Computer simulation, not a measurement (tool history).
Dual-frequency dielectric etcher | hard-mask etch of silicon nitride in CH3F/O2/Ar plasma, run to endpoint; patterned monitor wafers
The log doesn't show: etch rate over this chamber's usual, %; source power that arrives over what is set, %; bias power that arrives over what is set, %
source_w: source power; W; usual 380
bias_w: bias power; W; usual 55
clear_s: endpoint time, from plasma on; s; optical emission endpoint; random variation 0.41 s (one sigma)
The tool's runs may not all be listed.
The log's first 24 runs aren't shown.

| run | hour | source_w | bias_w | wafers since the last listed run | hours since the last wet clean | hours since the last source power generator calibration | hours since the last bias power generator calibration | hours since the last upper electrode change | incoming incoming film thickness, nm | clear_s |
|---|---|---|---|---|---|---|---|---|---|---|
| 25 | 2009 | 460 | 45 | 456 | 424.7 | 654.7 | 145.2 | 675.5 | 39.54 | 58.3 |
| 26 | 2067.1 | 420 | 51 | 399 | 482.8 | 712.8 | 203.3 | 733.6 | 39.59 | 57.6 |
| 27 | 2139.9 | 350 | 67 | 501 | 555.6 | 785.6 | 276.1 | 806.4 | 39.99 | 55.8 |
|  | 2180.7 | wet clean of the chamber |
| 28 | 2208.1 | 330 | 49 | 304 | 27.4 | 853.8 | 344.3 | 874.6 | 39.81 | 65.7 |
| 29 | 2284.7 | 330 | 45 | 527 | 104 | 930.4 | 420.9 | 951.2 | 40 | 66.5 |
| 30 | 2369 | 380 | 55 | 580 | 188.3 | 1014.7 | 505.2 | 1035.5 | 39.97 | 59.7 |
| 31 | 2429.6 | 380 | 45 | 417 | 248.9 | 1075.3 | 565.8 | 1096.1 | 39.7 | 62.9 |
| 32 | 2479.5 | 380 | 61 | 343 | 298.8 | 1125.2 | 615.7 | 1146 | 40.1 | 57.2 |
| 33 | 2544.3 | 340 | 42 | 445 | 363.6 | 1190 | 680.5 | 1210.8 | 39.99 | 66.4 |
| 34 | 2608.7 | 380 | 55 | 443 | 428 | 1254.4 | 744.9 | 1275.2 | 40.2 | 59.1 |
| 35 | 2681.8 | 320 | 55 | 503 | 501.1 | 1327.5 | 818 | 1348.3 | 40.28 | 61.3 |
|  | 2734.8 | wet clean of the chamber |
| 36 | 2774.7 | 460 | 55 | 474 | 39.9 | 1420.4 | 910.9 | 1441.2 | 39.51 | 56.5 |

Forecast each of these 3 alternatives for the next run:
| A | 2775.1 | 440 | 55 | 2 | 40.3 | 1420.8 | 911.3 | 1441.6 | 39.75 | ? |
| B | 2775.1 | 480 | 49 | 2 | 40.3 | 1420.8 | 911.3 | 1441.6 | 39.75 | ? |
| C | 2775.1 | 410 | 50 | 2 | 40.3 | 1420.8 | 911.3 | 1441.6 | 39.75 | ? |

| run | clear_s |
|---|---|
| A | 58.1 |
| B | 58.7 |
| C | 61.3 |
Without the tool's hidden state the same runs would have given:
| run | clear_s |
|---|---|
| A | 58.1 |
| B | 58.7 |
| C | 61.4 |
